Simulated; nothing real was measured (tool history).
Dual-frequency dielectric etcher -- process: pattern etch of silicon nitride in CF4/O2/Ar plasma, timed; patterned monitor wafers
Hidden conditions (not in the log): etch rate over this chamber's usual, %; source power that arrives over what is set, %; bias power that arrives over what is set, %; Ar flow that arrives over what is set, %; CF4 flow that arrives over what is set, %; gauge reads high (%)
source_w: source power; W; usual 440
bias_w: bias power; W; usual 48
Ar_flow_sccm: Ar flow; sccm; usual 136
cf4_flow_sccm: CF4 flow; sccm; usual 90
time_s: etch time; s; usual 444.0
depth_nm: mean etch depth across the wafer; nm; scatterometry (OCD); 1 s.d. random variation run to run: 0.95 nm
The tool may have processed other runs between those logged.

run    day  source_w  bias_w  Ar_flow_sccm  cf4_flow_sccm  time_s  wafers since the last listed run  hours since the last wet clean  hours since the last source power generator calibration  hours since the last bias power generator calibration  hours since the last Ar flow controller change  hours since the last CF4 flow controller change  hours since the last upper electrode change  hours since the gauge calibration  read-back reference wafer on the same gauge, depth_nm  depth_nm
  1  0.000       440      48           136             90   444.0                                 0                           228.8                                                   3514.3                                                 3874.3                                          1979.6                                           4303.8                                       3824.8                              232.1                                                  529.3     599.3
  2  1.042       440      48           136             90   372.5                               115                           253.8                                                   3539.3                                                 3899.3                                          2004.6                                           4328.8                                       3849.8                              257.1                                                  529.0     502.5
  3  2.508       440      48           136             90   444.0                               163                           289.0                                                   3574.5                                                 3934.5                                          2039.8                                           4364.0                                       3885.0                              292.3                                                  528.7     597.5
  4  3.183       440      48           136             90   444.0                                75                           305.2                                                   3590.7                                                 3950.7                                          2056.0                                           4380.2                                       3901.2                              308.5                                                  528.8     596.8
  5  4.112       440      48           136             90   444.0                               103                           327.5                                                   3613.0                                                 3973.0                                          2078.3                                           4402.5                                       3923.5                              330.8                                                  529.1     594.4
  6  4.679       440      48           136             90   444.0                                63                           341.1                                                   3626.6                                                 3986.6                                          2091.9                                           4416.1                                       3937.1                              344.4                                                  529.1     594.9
  7  5.275       440      48           136             90   444.0                                66                           355.4                                                   3640.9                                                 4000.9                                          2106.2                                           4430.4                                       3951.4                              358.7                                                  528.9     594.9
     6.333  -- wet clean of the chamber
     6.450  -- source power generator calibrated
     6.612  -- bias power generator calibrated
  8  6.633       440      48           136             90   444.0                                 9                             7.2                                                      4.4                                                    0.5                                          2138.8                                           4463.0                                       3984.0                              391.3                                                  529.1     638.0
  9  6.650       440      48           136             90   444.0                                 1                             7.6                                                      4.8                                                    0.9                                          2139.2                                           4463.4                                       3984.4                              391.7                                                  529.1     638.1
 10  7.767       440      48           136             90   444.0                               124                            34.4                                                     31.6                                                   27.7                                          2166.0                                           4490.2                                       4011.2                              418.5                                                  528.5     637.7
 11  8.788       470      48           136             90   444.0                               113                            58.9                                                     56.1                                                   52.2                                          2190.5                                           4514.7                                       4035.7                              443.0                                                  528.9     674.5

Run 12, settings as shown, results not yet in. Your forecast:
     9.242  -- gauge calibrated
 12  9.683       440      48           149             90   333.5                                99                            80.4                                                     77.6                                                   73.7                                          2212.0                                           4536.2                                       4057.2                               10.6                                                      ?         ?

{"run 12": {"read-back reference wafer on the same gauge, depth_nm": 528.8, "depth_nm": 473.0}}
Take away the tool's hidden state, keep the run-to-run variation as it was, and the same run would have given depth_nm 468.8 nm.
